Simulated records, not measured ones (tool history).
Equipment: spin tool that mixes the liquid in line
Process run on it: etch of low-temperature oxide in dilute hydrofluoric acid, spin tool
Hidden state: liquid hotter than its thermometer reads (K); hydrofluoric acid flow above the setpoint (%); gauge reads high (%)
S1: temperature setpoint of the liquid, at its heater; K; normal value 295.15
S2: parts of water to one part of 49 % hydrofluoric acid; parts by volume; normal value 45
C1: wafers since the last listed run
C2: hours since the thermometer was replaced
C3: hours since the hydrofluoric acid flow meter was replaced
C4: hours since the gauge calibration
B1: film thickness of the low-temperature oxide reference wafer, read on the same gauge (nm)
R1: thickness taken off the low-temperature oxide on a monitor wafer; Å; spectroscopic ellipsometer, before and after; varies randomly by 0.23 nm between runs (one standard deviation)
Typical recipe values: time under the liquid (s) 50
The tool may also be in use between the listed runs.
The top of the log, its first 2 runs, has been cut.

run 3 day=7.200 | S1=295.15 S2=45 time_under_the_liquid_(s)=50 | C1=1089 C2=367.4 C3=235.5 C4=561.2 | B1=69.98 | R1=223.3
run 4 day=8.942 | S1=295.15 S2=45 time_under_the_liquid_(s)=50 | C1=584 C2=409.2 C3=277.3 C4=603.0 | B1=69.99 | R1=225.6
run 5 day=11.992 | S1=295.15 S2=45 time_under_the_liquid_(s)=50 | C1=1023 C2=482.4 C3=350.5 C4=676.2 | B1=69.98 | R1=225.1
run 6 day=14.317 | S1=295.15 S2=45 time_under_the_liquid_(s)=50 | C1=780 C2=538.2 C3=406.3 C4=732.0 | B1=70.02 | R1=221.4
run 7 day=18.471 | S1=295.15 S2=45 time_under_the_liquid_(s)=50 | C1=1394 C2=637.9 C3=506.0 C4=831.7 | B1=69.98 | R1=227.8
run 8 day=21.021 | S1=295.15 S2=45 time_under_the_liquid_(s)=50 | C1=855 C2=699.1 C3=567.2 C4=892.9 | B1=70.01 | R1=224.2
-- day=23.475 thermometer replaced
run 9 day=24.167 | S1=295.15 S2=45 time_under_the_liquid_(s)=50 | C1=1041 C2=16.6 C3=642.7 C4=968.4 | B1=70.02 | R1=226.4
run 10 day=36.546 | S1=295.15 S2=45 time_under_the_liquid_(s)=50 | C1=4155 C2=313.7 C3=939.8 C4=1265.5 | B1=70.02 | R1=230.0
-- day=38.012 hydrofluoric acid flow meter replaced
run 11 day=40.275 | S1=295.15 S2=45 time_under_the_liquid_(s)=50 | C1=1237 C2=403.2 C3=54.3 C4=1355.0 | B1=70.00 | R1=223.3
run 12 day=41.938 | S1=295.15 S2=45 time_under_the_liquid_(s)=50 | C1=558 C2=443.1 C3=94.2 C4=1394.9 | B1=70.00 | R1=221.9
run 13 day=44.058 | S1=295.15 S2=45 time_under_the_liquid_(s)=50 | C1=711 C2=494.0 C3=145.1 C4=1445.8 | B1=70.00 | R1=225.9
-- day=48.067 gauge calibrated
run 14 day=49.925 | S1=299.65 S2=60 time_under_the_liquid_(s)=65 | C1=1969 C2=634.8 C3=285.9 C4=44.6 | B1=70.00 | R1=261.6
-- day=52.217 thermometer replaced
run 15 day=54.117 | S1=295.15 S2=45 time_under_the_liquid_(s)=50 | C1=1393 C2=45.6 C3=386.5 C4=145.2 | B1=69.99 | R1=226.9
run 16 day=58.379 | S1=295.15 S2=45 time_under_the_liquid_(s)=50 | C1=1430 C2=147.9 C3=488.8 C4=247.5 | B1=70.00 | R1=228.4
run 17 day=60.888 | S1=298.15 S2=65 time_under_the_liquid_(s)=50 | C1=841 C2=208.1 C3=549.0 C4=307.7 | B1=69.99 | R1=173.5
run 18 day=64.679 | S1=290.65 S2=45 time_under_the_liquid_(s)=50 | C1=1272 C2=299.1 C3=640.0 C4=398.7 | B1=69.99 | R1=186.2
run 19 day=67.292 | S1=295.15 S2=45 time_under_the_liquid_(s)=50 | C1=876 C2=361.8 C3=702.7 C4=461.4 | B1=69.94 | R1=221.6
run 20 day=69.888 | S1=299.15 S2=50 time_under_the_liquid_(s)=50 | C1=871 C2=424.1 C3=765.0 C4=523.7 | B1=69.98 | R1=239.0
-- day=77.700 thermometer replaced
run 21 day=78.267 | S1=293.65 S2=45 time_under_the_liquid_(s)=50 | C1=2798 C2=13.6 C3=966.1 C4=724.8 | B1=70.05 | R1=209.3
run 22 day=80.158 | S1=292.15 S2=45 time_under_the_liquid_(s)=20 | C1=634 C2=59.0 C3=1011.5 C4=770.2 | B1=70.01 | R1=79.8
-- day=80.404 hydrofluoric acid flow meter replaced
run 23 day=81.908 | S1=295.15 S2=45 time_under_the_liquid_(s)=50 | C1=573 C2=101.0 C3=36.1 C4=812.2 | B1=69.96 | R1=223.9
run 24 day=83.504 | S1=295.15 S2=30 time_under_the_liquid_(s)=35 | C1=535 C2=139.3 C3=74.4 C4=850.5 | B1=69.99 | R1=243.4
run 25 day=86.325 | S1=295.15 S2=45 time_under_the_liquid_(s)=50 | C1=946 C2=207.0 C3=142.1 C4=918.2 | B1=69.96 | R1=225.4
run 26 day=88.046 | S1=295.15 S2=45 time_under_the_liquid_(s)=50 | C1=577 C2=248.3 C3=183.4 C4=959.5 | B1=69.96 | R1=225.5
run 27 day=92.112 | S1=295.15 S2=45 time_under_the_liquid_(s)=50 | C1=1365 C2=345.9 C3=281.0 C4=1057.1 | B1=70.01 | R1=224.1

Run 28 is up next; what results do you expect?
run 28 day=94.708 | S1=290.65 S2=65 time_under_the_liquid_(s)=20 | C1=871 C2=408.2 C3=343.3 C4=1119.4 | B1=? | R1=?

Logged for run 28: B1 69.98, R1 50.9 Å.
The same run, on a tool lacking any hidden state, would have yielded R1 50.9 Å.
